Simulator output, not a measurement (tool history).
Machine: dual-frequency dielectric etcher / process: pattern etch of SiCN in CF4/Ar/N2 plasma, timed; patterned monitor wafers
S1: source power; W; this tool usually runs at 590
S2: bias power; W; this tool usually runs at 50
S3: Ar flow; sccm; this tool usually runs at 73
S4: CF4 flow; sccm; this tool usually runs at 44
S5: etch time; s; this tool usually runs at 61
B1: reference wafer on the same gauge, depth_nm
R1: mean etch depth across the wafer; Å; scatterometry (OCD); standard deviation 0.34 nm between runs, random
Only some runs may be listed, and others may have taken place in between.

Run 1, hour 0: usual settings; B1 58.1. Result: R1 572 Å.
Run 2, hour 55.6: usual settings; B1 58. Result: R1 563 Å.
Run 3, hour 156: usual settings but S4 52 sccm; B1 58. Result: R1 589 Å.
Run 4, hour 236: usual settings but S4 52 sccm; B1 58.1. Result: R1 590 Å.
At hour 239.9: gauge calibrated.
Run 5, hour 272.4: usual settings; B1 58. Result: R1 569 Å.
Run 6, hour 317.9: usual settings; B1 57.9. Result: R1 571 Å.
Run 7, hour 382.8: usual settings; B1 58.1. Result: R1 573 Å.
At hour 447.4: wet clean of the chamber.
Run 8, hour 447.9: usual settings; B1 58.1. Result: R1 570 Å.
At hour 466.5: CF4 flow controller replaced.
Run 9, hour 496.6: usual settings; B1 57.8. Result: R1 570 Å.
At hour 567.4: upper electrode replaced.
Run 10, hour 567.9: usual settings; B1 57.9. Result: R1 572 Å.
Run 11, hour 655.4: usual settings but S1 470 W, S5 72 s; B1 57.8. Result: R1 526 Å.
Run 12, hour 730: usual settings; B1 58. Result: R1 568 Å.
At hour 782.4: bias power generator calibrated.
At hour 811.9: source power generator calibrated.
Run 13, hour 829.3: usual settings but S2 62 W, S3 84 sccm, S4 40 sccm, S5 76 s; B1 58. Result: R1 742 Å.
Run 14, hour 892: usual settings but S3 62 sccm; B1 57.9. Result: R1 582 Å.
At hour 908.1: Ar flow controller replaced.
Run 15, hour 979.6: usual settings but S2 46 W, S4 51 sccm; B1 58.1. Result: R1 561 Å.
At hour 1065.8: gauge calibrated.
Run 16, hour 1082.7: usual settings but S1 700 W, S2 46 W, S3 56 sccm, S4 34 sccm; B1 57.9. Result: R1 650 Å.
At hour 1107.1: wet clean of the chamber.
Run 17, hour 1185.9: usual settings but S2 39 W, S4 53 sccm; B1 57.9. Result: R1 546 Å.
Run 18, hour 1265.3: usual settings; B1 58.2. Result: R1 569 Å.
Run 19, hour 1361.7: usual settings but S2 58 W, S4 52 sccm, S5 66 s; B1 57.9. Result: R1 674 Å.

What was the tool's hidden state at every run in the log?
etch rate over this chamber's usual, %: 0 at every run
source power that arrives over what is set, %: 0 at every run
bias power that arrives over what is set, %: 0 at every run
Ar flow that arrives over what is set, %: 0 at every run
CF4 flow that arrives over what is set, %: 0 at every run
gauge reads high (%): 0 at every run
